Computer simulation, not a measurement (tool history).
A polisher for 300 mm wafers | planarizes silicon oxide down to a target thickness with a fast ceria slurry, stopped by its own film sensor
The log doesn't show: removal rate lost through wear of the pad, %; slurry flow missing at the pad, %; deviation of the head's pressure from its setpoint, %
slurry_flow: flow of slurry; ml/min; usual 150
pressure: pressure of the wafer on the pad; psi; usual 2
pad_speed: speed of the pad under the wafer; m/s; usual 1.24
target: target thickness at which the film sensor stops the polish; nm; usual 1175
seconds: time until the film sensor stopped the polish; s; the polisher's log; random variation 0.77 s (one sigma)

run   hour  slurry_flow  pressure  pad_speed  target  wafers since the last listed run  wafers polished on this pad  hours since the slurry nozzle was cleaned  hours since the head pressure was calibrated  incoming thickness of the incoming film, nm  seconds
  1      0          140         2       1.24    1175                                 0                          418                                      252.2                                        1237.6                                       2012.6       58
  2   29.3          140         2       1.24    1175                               258                          677                                      281.5                                        1266.9                                         2033     62.4
  3   56.8          150         2       1.24    1175                               242                          920                                        309                                        1294.4                                       2008.5     60.8
  4   90.1          150         2       1.24    1175                               293                         1213                                      342.3                                        1327.7                                       2008.8     62.3
  5  119.7          150         2       1.24    1175                               261                         1474                                      371.9                                        1357.3                                       2048.2     67.3
  6  148.2          150         2       1.24    1175                               251                         1726                                      400.4                                        1385.8                                       2031.2     67.2
     155.3  -- worn pad replaced by a new one
  7  170.4          150         2       1.24    1175                               160                          133                                      422.6                                          1408                                       2009.6     54.6
  8    191          150         2       1.24    1175                               181                          315                                      443.2                                        1428.6                                       2006.7     55.7
  9  203.2          150         2       1.24    1175                               107                          422                                      455.4                                        1440.8                                         2049     59.5
 10  219.3          150         2       1.24    1175                               142                          564                                      471.5                                        1456.9                                       2030.9     59.3
 11  237.9          150         2       1.24    1175                               164                          728                                      490.1                                        1475.5                                       2022.9     59.1
 12  259.6          150         2       1.24    1175                               191                          920                                      511.8                                        1497.2                                       2053.6       63
       269  -- head pressure recalibrated
     287.6  -- slurry nozzle cleaned
 13  295.4          150         2       1.24    1175                               289                         1209                                        7.8                                          26.4                                       2075.3     58.6
 14  308.9          150         2       1.24    1175                               119                         1328                                       21.3                                          39.9                                       2070.8     62.1
 15  340.9          150         2       1.24    1175                               282                         1610                                       53.3                                          71.9                                       2035.7     61.1
 16  364.7          150         2       0.98    1175                               209                         1820                                       77.1                                          95.7                                       1992.9     73.1
     372.8  -- worn pad replaced by a new one
 17  394.4          200       1.5          1    1312                               226                          190                                      106.8                                         125.4                                       2047.8     68.6
 18    422          150         2       1.24    1175                               243                          433                                      134.4                                           153                                       2021.8     56.6
 19  443.6          175         2       0.92    1091                               190                          624                                        156                                         174.6                                         2052     84.2
 20  512.2          150       1.5       0.84    1175                               605                         1229                                      224.6                                         243.2                                       2035.7    112.9
 21  526.8          130         2       1.12    1373                               128                         1358                                      239.2                                         257.8                                       2021.1     53.8
 22  546.6          150         2       1.24    1175                               174                         1532                                        259                                         277.6                                         1999     60.2
 23  561.5          150       1.4       0.96    1175                               131                         1664                                      273.9                                         292.5                                         2007      104
 24  574.4          150         2       1.24    1175                               113                         1778                                      286.8                                         305.4                                       2041.9     64.5

Run 25 comes next. What will it give?
       596  -- worn pad replaced by a new one
 25  610.1          130         2       1.24    1175                               279                          124                                      322.5                                         341.1                                       2042.9        ?

Run 25 gave seconds 55.9 s.
Without the tool's hidden state the same run would have given seconds 51.8 s.

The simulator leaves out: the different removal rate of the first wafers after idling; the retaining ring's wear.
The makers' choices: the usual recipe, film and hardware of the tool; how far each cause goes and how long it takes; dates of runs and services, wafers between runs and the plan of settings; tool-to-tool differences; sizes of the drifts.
